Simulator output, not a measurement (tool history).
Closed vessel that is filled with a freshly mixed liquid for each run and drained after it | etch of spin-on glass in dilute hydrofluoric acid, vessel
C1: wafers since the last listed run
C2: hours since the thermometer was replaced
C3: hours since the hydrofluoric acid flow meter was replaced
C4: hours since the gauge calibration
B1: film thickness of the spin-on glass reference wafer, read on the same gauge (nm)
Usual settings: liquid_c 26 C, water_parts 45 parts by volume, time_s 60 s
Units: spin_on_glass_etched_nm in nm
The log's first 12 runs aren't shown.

{"run": 13, "hour": 817.6, "liquid_c": 26, "water_parts": 45, "time_s": 60, "C1": 5984, "C2": 1974.6, "C3": 1396.8, "C4": 152.1, "B1": 49.99, "spin_on_glass_etched_nm": 36.75}
{"hour": 822.7, "done": "thermometer replaced"}
{"run": 14, "hour": 875.0, "liquid_c": 22, "water_parts": 25, "time_s": 85, "C1": 7723, "C2": 52.3, "C3": 1454.2, "C4": 209.5, "B1": 49.98, "spin_on_glass_etched_nm": 72.68}
{"run": 15, "hour": 942.1, "liquid_c": 26, "water_parts": 45, "time_s": 60, "C1": 9188, "C2": 119.4, "C3": 1521.3, "C4": 276.6, "B1": 49.99, "spin_on_glass_etched_nm": 32.81}
{"run": 16, "hour": 1038.9, "liquid_c": 31, "water_parts": 25, "time_s": 40, "C1": 13255, "C2": 216.2, "C3": 1618.1, "C4": 373.4, "B1": 49.99, "spin_on_glass_etched_nm": 49.31}
{"run": 17, "hour": 1107.6, "liquid_c": 26, "water_parts": 45, "time_s": 60, "C1": 9407, "C2": 284.9, "C3": 1686.8, "C4": 442.1, "B1": 49.97, "spin_on_glass_etched_nm": 32.92}
{"run": 18, "hour": 1146.5, "liquid_c": 31, "water_parts": 45, "time_s": 60, "C1": 5326, "C2": 323.8, "C3": 1725.7, "C4": 481, "B1": 50.01, "spin_on_glass_etched_nm": 39.86}
{"run": 19, "hour": 1241.8, "liquid_c": 26, "water_parts": 35, "time_s": 60, "C1": 13050, "C2": 419.1, "C3": 1821, "C4": 576.3, "B1": 50, "spin_on_glass_etched_nm": 43.4}
{"run": 20, "hour": 1334.9, "liquid_c": 22, "water_parts": 35, "time_s": 70, "C1": 12748, "C2": 512.2, "C3": 1914.1, "C4": 669.4, "B1": 49.99, "spin_on_glass_etched_nm": 42.87}
{"run": 21, "hour": 1402.7, "liquid_c": 28, "water_parts": 35, "time_s": 35, "C1": 9284, "C2": 580, "C3": 1981.9, "C4": 737.2, "B1": 49.99, "spin_on_glass_etched_nm": 27.58}
{"run": 22, "hour": 1496.9, "liquid_c": 28.5, "water_parts": 45, "time_s": 60, "C1": 12899, "C2": 674.2, "C3": 2076.1, "C4": 831.4, "B1": 50, "spin_on_glass_etched_nm": 37.38}
{"hour": 1539.8, "done": "hydrofluoric acid flow meter replaced"}
{"run": 23, "hour": 1593.7, "liquid_c": 26, "water_parts": 45, "time_s": 60, "C1": 13118, "C2": 771, "C3": 53.9, "C4": 928.2, "B1": 50.01, "spin_on_glass_etched_nm": 33.64}
{"run": 24, "hour": 1659.4, "liquid_c": 21, "water_parts": 45, "time_s": 80, "C1": 8996, "C2": 836.7, "C3": 119.6, "C4": 993.9, "B1": 49.99, "spin_on_glass_etched_nm": 36.99}
{"run": 25, "hour": 1700.2, "liquid_c": 29, "water_parts": 55, "time_s": 85, "C1": 5587, "C2": 877.5, "C3": 160.4, "C4": 1034.7, "B1": 49.97, "spin_on_glass_etched_nm": 42.98}
{"run": 26, "hour": 1743.8, "liquid_c": 27.5, "water_parts": 45, "time_s": 30, "C1": 5970, "C2": 921.1, "C3": 204, "C4": 1078.3, "B1": 49.97, "spin_on_glass_etched_nm": 17.91}
{"run": 27, "hour": 1786.6, "liquid_c": 26, "water_parts": 45, "time_s": 60, "C1": 5860, "C2": 963.9, "C3": 246.8, "C4": 1121.1, "B1": 49.99, "spin_on_glass_etched_nm": 34.64}
{"run": 28, "hour": 1880.5, "liquid_c": 26, "water_parts": 25, "time_s": 75, "C1": 12858, "C2": 1057.8, "C3": 340.7, "C4": 1215, "B1": 50, "spin_on_glass_etched_nm": 79.15}
{"run": 29, "hour": 1972.2, "liquid_c": 28, "water_parts": 45, "time_s": 80, "C1": 12557, "C2": 1149.5, "C3": 432.4, "C4": 1306.7, "B1": 50.01, "spin_on_glass_etched_nm": 49.85}
{"run": 30, "hour": 2065.7, "liquid_c": 26, "water_parts": 45, "time_s": 30, "C1": 12803, "C2": 1243, "C3": 525.9, "C4": 1400.2, "B1": 49.97, "spin_on_glass_etched_nm": 17.28}
{"run": 31, "hour": 2165.6, "liquid_c": 27.5, "water_parts": 40, "time_s": 30, "C1": 13680, "C2": 1342.9, "C3": 625.8, "C4": 1500.1, "B1": 50.01, "spin_on_glass_etched_nm": 21.22}
{"run": 32, "hour": 2242.7, "liquid_c": 29.5, "water_parts": 45, "time_s": 60, "C1": 10557, "C2": 1420, "C3": 702.9, "C4": 1577.2, "B1": 50.02, "spin_on_glass_etched_nm": 39.85}
{"run": 33, "hour": 2347.8, "liquid_c": 30, "water_parts": 25, "time_s": 90, "C1": 14392, "C2": 1525.1, "C3": 808, "C4": 1682.3, "B1": 50.01, "spin_on_glass_etched_nm": 114.5}
{"run": 34, "hour": 2444.2, "liquid_c": 28, "water_parts": 55, "time_s": 40, "C1": 13200, "C2": 1621.5, "C3": 904.4, "C4": 1778.7, "B1": 49.99, "spin_on_glass_etched_nm": 20.63}
{"run": 35, "hour": 2536.9, "liquid_c": 26, "water_parts": 45, "time_s": 60, "C1": 12694, "C2": 1714.2, "C3": 997.1, "C4": 1871.4, "B1": 50.02, "spin_on_glass_etched_nm": 36.1}

Forecast each of these 3 alternatives for the next run:
{"run": "A", "hour": 2537.6, "liquid_c": 26, "water_parts": 55, "time_s": 60, "C1": 95, "C2": 1714.9, "C3": 997.8, "C4": 1872.1, "B1": "?", "spin_on_glass_etched_nm": "?"}
{"run": "B", "hour": 2537.6, "liquid_c": 26, "water_parts": 45, "time_s": 90, "C1": 95, "C2": 1714.9, "C3": 997.8, "C4": 1872.1, "B1": "?", "spin_on_glass_etched_nm": "?"}
{"run": "C", "hour": 2537.6, "liquid_c": 29, "water_parts": 60, "time_s": 90, "C1": 95, "C2": 1714.9, "C3": 997.8, "C4": 1872.1, "B1": "?", "spin_on_glass_etched_nm": "?"}

run=A B1=50.01 spin_on_glass_etched_nm=28.79
run=B B1=50.01 spin_on_glass_etched_nm=53.56
run=C B1=50.01 spin_on_glass_etched_nm=44.16
Without the tool's hidden state the same runs would have given:
run=A spin_on_glass_etched_nm=26.2
run=B spin_on_glass_etched_nm=48.7
run=C spin_on_glass_etched_nm=40.3
